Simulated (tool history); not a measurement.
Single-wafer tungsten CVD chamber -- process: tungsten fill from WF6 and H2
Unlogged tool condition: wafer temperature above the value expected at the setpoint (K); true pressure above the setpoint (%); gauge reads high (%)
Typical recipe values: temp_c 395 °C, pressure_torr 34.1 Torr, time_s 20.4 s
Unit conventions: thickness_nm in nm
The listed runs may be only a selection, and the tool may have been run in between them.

run,hour,temp_c,pressure_torr,time_s,wafers since the last listed run,hours since the last thermocouple change,hours since the last manometer calibration,hours since the showerhead was replaced,hours since the gauge calibration,"read-back reference wafer on the same gauge, thickness_nm",thickness_nm
1,0.0,395,34.1,20.4,0,2164.1,1894.7,4284.5,246.9,59.810,61.684
2,14.6,395,34.1,20.4,504,2178.7,1909.3,4299.1,261.5,59.791,61.565
3,47.9,399,34.1,20.4,1151,2212.0,1942.6,4332.4,294.8,59.702,66.188
4,68.7,395,34.1,19.1,719,2232.8,1963.4,4353.2,315.6,59.830,57.335
5,92.2,395,34.1,19.1,812,2256.3,1986.9,4376.7,339.1,59.763,57.647
6,123.4,395,34.1,19.1,1079,2287.5,2018.1,4407.9,370.3,59.755,57.568
7,140.8,395,34.1,20.4,601,2304.9,2035.5,4425.3,387.7,59.891,62.237
# hour 148.9: thermocouple changed; heater temperature recalibrated
8,172.7,395,34.1,20.4,826,23.8,2067.4,4457.2,419.6,59.920,55.258
# hour 181.9: gauge calibrated
# hour 189.1: capacitance manometer re-zeroed and calibrated
9,189.6,395,39.0,20.4,307,40.7,0.5,4474.1,7.7,59.867,58.042
10,207.8,395,39.0,20.4,629,58.9,18.7,4492.3,25.9,59.754,57.994
11,228.4,381,40.1,19.2,712,79.5,39.3,4512.9,46.5,59.856,43.597
12,260.4,395,34.1,20.4,1106,111.5,71.3,4544.9,78.5,59.803,55.838
# hour 301.7: showerhead replaced
13,302.2,399,39.3,20.4,1169,153.3,113.1,0.5,120.3,59.754,62.566
14,308.8,400,42.0,20.4,228,159.9,119.7,7.1,126.9,59.878,65.942
15,332.8,395,34.1,20.4,830,183.9,143.7,31.1,150.9,59.806,56.314
16,346.5,395,34.1,20.4,473,197.6,157.4,44.8,164.6,59.797,56.509
17,368.8,384,30.4,20.4,771,219.9,179.7,67.1,186.9,59.742,44.988
18,402.4,386,37.8,24.3,1162,253.5,213.3,100.7,220.5,59.839,59.894
19,414.7,395,34.1,24.0,425,265.8,225.6,113.0,232.8,59.735,66.454
20,436.8,390,40.7,16.4,764,287.9,247.7,135.1,254.9,59.760,45.036
21,459.1,395,34.1,21.5,771,310.2,270.0,157.4,277.2,59.830,59.929

Below are 5 alternative next runs, each starting from the tool's condition after run 21. Predict each:
A,459.5,395,34.1,24.3,13,310.6,270.4,157.8,277.6,?,?
B,459.5,408,37.6,20.4,13,310.6,270.4,157.8,277.6,?,?
C,459.5,400,25.8,24.1,13,310.6,270.4,157.8,277.6,?,?
D,459.5,385,36.8,20.4,13,310.6,270.4,157.8,277.6,?,?
E,459.5,395,39.4,20.4,13,310.6,270.4,157.8,277.6,?,?

run,"read-back reference wafer on the same gauge, thickness_nm",thickness_nm
A,59.793,67.826
B,59.793,72.221
C,59.793,66.422
D,59.793,49.430
E,59.793,59.853
Without the tool's hidden state the same runs would have given:
run,thickness_nm
A,64.963
B,69.376
C,63.726
D,47.240
E,57.327
